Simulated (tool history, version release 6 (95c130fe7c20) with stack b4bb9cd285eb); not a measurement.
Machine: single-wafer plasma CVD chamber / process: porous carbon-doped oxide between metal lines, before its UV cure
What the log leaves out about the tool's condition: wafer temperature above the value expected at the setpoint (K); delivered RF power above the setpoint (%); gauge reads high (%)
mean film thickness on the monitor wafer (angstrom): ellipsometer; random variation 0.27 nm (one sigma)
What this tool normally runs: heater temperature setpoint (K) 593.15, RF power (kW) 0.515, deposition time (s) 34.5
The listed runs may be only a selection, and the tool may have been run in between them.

| run | hour | heater temperature setpoint (K) | RF power (kW) | deposition time (s) | wafers since the last listed run | hours since the last thermocouple change | hours since the last RF generator calibration | hours since the showerhead was replaced | hours since the gauge calibration | read-back reference wafer on the same gauge, thickness_nm | mean film thickness on the monitor wafer (angstrom) |
|---|---|---|---|---|---|---|---|---|---|---|---|
| 1 | 0 | 587.15 | 0.515 | 39.8 | 0 | 1657.2 | 593.7 | 3010 | 314 | 154.994 | 2058.46 |
| 2 | 13.9 | 587.15 | 0.515 | 39.8 | 450 | 1671.1 | 607.6 | 3023.9 | 327.9 | 154.97 | 2059.71 |
| 3 | 26.2 | 587.15 | 0.515 | 39.8 | 398 | 1683.4 | 619.9 | 3036.2 | 340.2 | 155.035 | 2057.43 |
| 4 | 34.8 | 586.15 | 0.515 | 34.5 | 278 | 1692 | 628.5 | 3044.8 | 348.8 | 154.953 | 1803.6 |
| 5 | 51.9 | 586.15 | 0.515 | 34.5 | 553 | 1709.1 | 645.6 | 3061.9 | 365.9 | 155.018 | 1805.3 |
| 6 | 66.4 | 586.15 | 0.515 | 34.5 | 469 | 1723.6 | 660.1 | 3076.4 | 380.4 | 155.081 | 1800.02 |
| 7 | 78.5 | 593.15 | 0.515 | 34.5 | 391 | 1735.7 | 672.2 | 3088.5 | 392.5 | 154.995 | 1727.96 |
| 8 | 90.3 | 593.15 | 0.515 | 34.5 | 382 | 1747.5 | 684 | 3100.3 | 404.3 | 154.975 | 1727.53 |
| 9 | 100.3 | 593.15 | 0.515 | 34.5 | 323 | 1757.5 | 694 | 3110.3 | 414.3 | 154.991 | 1728.26 |
| 10 | 114.6 | 593.15 | 0.49 | 30.7 | 463 | 1771.8 | 708.3 | 3124.6 | 428.6 | 155.047 | 1493.35 |
| 11 | 120.8 | 593.15 | 0.49 | 30.7 | 200 | 1778 | 714.5 | 3130.8 | 434.8 | 154.978 | 1496.02 |
| 12 | 126.9 | 593.15 | 0.49 | 30.7 | 197 | 1784.1 | 720.6 | 3136.9 | 440.9 | 155.019 | 1490.32 |
| 13 | 141.8 | 581.15 | 0.455 | 34.5 | 482 | 1799 | 735.5 | 3151.8 | 455.8 | 154.983 | 1701.24 |
| 14 | 148.8 | 593.15 | 0.515 | 34.5 | 226 | 1806 | 742.5 | 3158.8 | 462.8 | 154.995 | 1721.7 |
|  | 156.9 | gauge calibrated |
| 15 | 163.1 | 593.15 | 0.515 | 39.7 | 463 | 1820.3 | 756.8 | 3173.1 | 6.2 | 155.012 | 1980.95 |
| 16 | 180.3 | 593.15 | 0.435 | 39.5 | 557 | 1837.5 | 774 | 3190.3 | 23.4 | 154.991 | 1752.99 |
| 17 | 190.2 | 593.15 | 0.435 | 39.5 | 320 | 1847.4 | 783.9 | 3200.2 | 33.3 | 154.958 | 1751.2 |
| 18 | 196.6 | 593.15 | 0.45 | 34.5 | 207 | 1853.8 | 790.3 | 3206.6 | 39.7 | 155.025 | 1570.68 |
| 19 | 211.4 | 603.15 | 0.445 | 41 | 479 | 1868.6 | 805.1 | 3221.4 | 54.5 | 154.994 | 1752.53 |
| 20 | 227.1 | 593.15 | 0.61 | 40.1 | 508 | 1884.3 | 820.8 | 3237.1 | 70.2 | 154.983 | 2219 |
| 21 | 239.5 | 593.15 | 0.435 | 39.5 | 401 | 1896.7 | 833.2 | 3249.5 | 82.6 | 154.987 | 1750.17 |
|  | 249.1 | thermocouple changed; heater temperature recalibrated |
| 22 | 249.6 | 593.15 | 0.435 | 39.5 | 68 | 0.5 | 843.3 | 3259.6 | 92.7 | 155.019 | 1829.98 |
|  | 261.6 | showerhead replaced |
| 23 | 262.1 | 601.15 | 0.515 | 39.6 | 145 | 13 | 855.8 | 0.5 | 105.2 | 155.047 | 1962.91 |
| 24 | 262.6 | 593.15 | 0.515 | 31 | 16 | 13.5 | 856.3 | 1 | 105.7 | 155.031 | 1617.01 |
|  | 291.1 | RF generator calibrated |
| 25 | 291.6 | 578.15 | 0.485 | 39.6 | 680 | 42.5 | 0.5 | 30 | 134.7 | 155.004 | 2196.79 |
| 26 | 296.8 | 593.15 | 0.46 | 40.8 | 168 | 47.7 | 5.7 | 35.2 | 139.9 | 155.047 | 1990.29 |
| 27 | 309.3 | 593.15 | 0.515 | 34.5 | 404 | 60.2 | 18.2 | 47.7 | 152.4 | 154.952 | 1816.77 |
| 28 | 319.8 | 586.15 | 0.545 | 30.1 | 340 | 70.7 | 28.7 | 58.2 | 162.9 | 155.031 | 1719.86 |
| 29 | 327.3 | 593.15 | 0.515 | 34.5 | 242 | 78.2 | 36.2 | 65.7 | 170.4 | 155.063 | 1818.48 |
| 30 | 335.4 | 603.15 | 0.425 | 29.5 | 262 | 86.3 | 44.3 | 73.8 | 178.5 | 155.058 | 1293.74 |
| 31 | 341.5 | 598.15 | 0.44 | 29.3 | 197 | 92.4 | 50.4 | 79.9 | 184.6 | 154.977 | 1354.23 |
| 32 | 354.6 | 581.15 | 0.57 | 28.2 | 424 | 105.5 | 63.5 | 93 | 197.7 | 155.016 | 1704.9 |
| 33 | 363.9 | 593.15 | 0.515 | 34.5 | 301 | 114.8 | 72.8 | 102.3 | 207 | 154.978 | 1805.69 |
| 34 | 376.8 | 582.15 | 0.48 | 28.7 | 417 | 127.7 | 85.7 | 115.2 | 219.9 | 155.039 | 1543.11 |
| 35 | 383.3 | 585.15 | 0.59 | 27.9 | 210 | 134.2 | 92.2 | 121.7 | 226.4 | 155.019 | 1683.68 |

How the hidden state differs across the entries between the runs, from the last listed run before each to the first after it:
Between runs 14 and 15: gauge calibrated (hour 156.9)
  wafer temperature above the value expected at the setpoint (K): 6.29 -> 6.33; delivered RF power above the setpoint (%): -2.35 -> -2.36
  what was measured, less what the result would be without the hidden state, mean film thickness on the monitor wafer (angstrom): -89.1 -> -103.19
Between runs 21 and 22: thermocouple changed; heater temperature recalibrated (hour 249.1)
  wafer temperature above the value expected at the setpoint (K): 6.6 -> -0.787; delivered RF power above the setpoint (%): -2.39 -> -2.4
  what was measured, less what the result would be without the hidden state, mean film thickness on the monitor wafer (angstrom): -99.08 -> -24.83
Between runs 22 and 23: showerhead replaced (hour 261.6)
  wafer temperature above the value expected at the setpoint (K): -0.787 -> -0.744
  what was measured, less what the result would be without the hidden state, mean film thickness on the monitor wafer (angstrom): -24.83 -> -22.48
Between runs 24 and 25: RF generator calibrated (hour 291.1)
  wafer temperature above the value expected at the setpoint (K): -0.742 -> -0.643; delivered RF power above the setpoint (%): -2.4 -> -0.246
  what was measured, less what the result would be without the hidden state, mean film thickness on the monitor wafer (angstrom): -18.15 -> +5.47
